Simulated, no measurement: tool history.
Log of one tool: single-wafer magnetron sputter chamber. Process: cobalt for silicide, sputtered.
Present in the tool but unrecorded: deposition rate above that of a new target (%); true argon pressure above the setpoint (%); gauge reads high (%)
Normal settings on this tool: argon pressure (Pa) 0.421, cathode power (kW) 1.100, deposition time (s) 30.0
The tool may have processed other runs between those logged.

run	hour	argon pressure (Pa)	cathode power (kW)	deposition time (s)	wafers since the last listed run	wafers on the sputter target	hours since the last manometer calibration	hours since the magnet pack was replaced	hours since the gauge calibration	read-back reference wafer on the same gauge, thickness_nm	mean film thickness on the monitor wafer (nm)
1	0.0	0.421	1.100	30.0	0	857	291.9	11901.1	275.3	20.787	17.191
2	104.6	0.421	1.100	30.0	2425	3283	396.5	12005.7	379.9	20.796	16.902
3	184.4	0.421	1.100	30.0	1850	5134	476.3	12085.5	459.7	20.799	16.503
4	246.5	0.421	0.900	28.5	1440	6574	538.4	12147.6	521.8	20.811	12.766
5	295.4	0.421	1.150	30.0	1134	7708	587.3	12196.5	570.7	20.794	17.072
6	346.9	0.421	1.150	30.0	1194	8902	638.8	12248.0	622.2	20.795	17.016
# hour 363.0: sputter target and shields replaced
7	434.8	0.299	1.250	30.0	1853	1664	726.7	12335.9	710.1	20.802	20.494
8	542.0	0.340	1.300	35.9	2486	4150	833.9	12443.1	817.3	20.801	24.651
# hour 592.3: magnet pack replaced
9	611.5	0.544	0.950	25.3	1426	5576	903.4	19.2	886.8	20.812	11.719
# hour 636.7: gauge calibrated
# hour 709.3: sputter target and shields replaced
10	727.6	0.487	1.000	24.7	2507	423	1019.5	135.3	90.9	20.801	12.825
11	805.4	0.421	1.100	30.0	1804	2227	1097.3	213.1	168.7	20.812	17.381
# hour 866.3: capacitance manometer re-zeroed and calibrated
12	909.4	0.421	1.000	35.0	2226	4454	43.1	317.1	272.7	20.788	17.861
13	1011.9	0.421	1.100	30.0	2377	6831	145.6	419.6	375.2	20.796	16.742
# hour 1092.4: sputter target and shields replaced
14	1112.3	0.421	1.100	33.9	2142	462	246.0	520.0	475.6	20.794	19.737
15	1153.3	0.476	0.950	28.1	950	1413	287.0	561.0	516.6	20.808	13.858

Branching from run 15: 3 alternative next runs. What would each branch give?
A	1153.7	0.421	1.100	30.0	9	1422	287.4	561.4	517.0	?	?
B	1153.7	0.577	0.950	30.0	9	1422	287.4	561.4	517.0	?	?
C	1153.7	0.323	1.200	30.0	9	1422	287.4	561.4	517.0	?	?

run	read-back reference wafer on the same gauge, thickness_nm	mean film thickness on the monitor wafer (nm)
A	20.792	17.401
B	20.792	14.355
C	20.792	19.545
Without the tool's hidden state the same runs would have given:
run	mean film thickness on the monitor wafer (nm)
A	17.655
B	14.565
C	19.831
